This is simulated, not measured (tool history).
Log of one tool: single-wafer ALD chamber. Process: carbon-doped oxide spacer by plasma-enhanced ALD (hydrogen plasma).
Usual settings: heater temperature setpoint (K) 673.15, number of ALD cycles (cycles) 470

run	hour	heater temperature setpoint (K)	number of ALD cycles (cycles)	read-back reference wafer on the same gauge, thickness_nm	mean film thickness on the monitor wafer (angstrom)
1	0.0	663.15	470	25.592	257.07
2	69.9	663.15	470	25.581	258.20
3	145.1	662.15	470	25.595	257.83
4	189.6	662.15	470	25.587	258.25
5	279.5	662.15	470	25.594	258.62
6	358.6	673.15	409	25.607	224.14
7	402.6	673.15	470	25.599	257.18
# hour 424.9: thermocouple changed; heater temperature recalibrated
8	467.7	673.15	470	25.583	257.83
9	542.7	673.15	470	25.582	257.18
10	604.6	684.15	470	25.594	248.39
11	664.8	660.15	438	25.596	240.82
12	719.7	683.15	421	25.609	223.11
# hour 756.9: gauge calibrated
13	771.3	673.15	470	25.595	258.26
14	841.6	673.15	529	25.583	289.46
15	904.9	664.15	512	25.590	280.96
16	1219.0	673.15	470	25.581	257.95
17	1268.1	659.15	470	25.589	257.34
18	1361.8	664.15	543	25.615	297.88

The tool's hidden state at each run:
wafer temperature above the value expected at the setpoint (K): 0 in every run
gauge reads high (%): 0 in every run
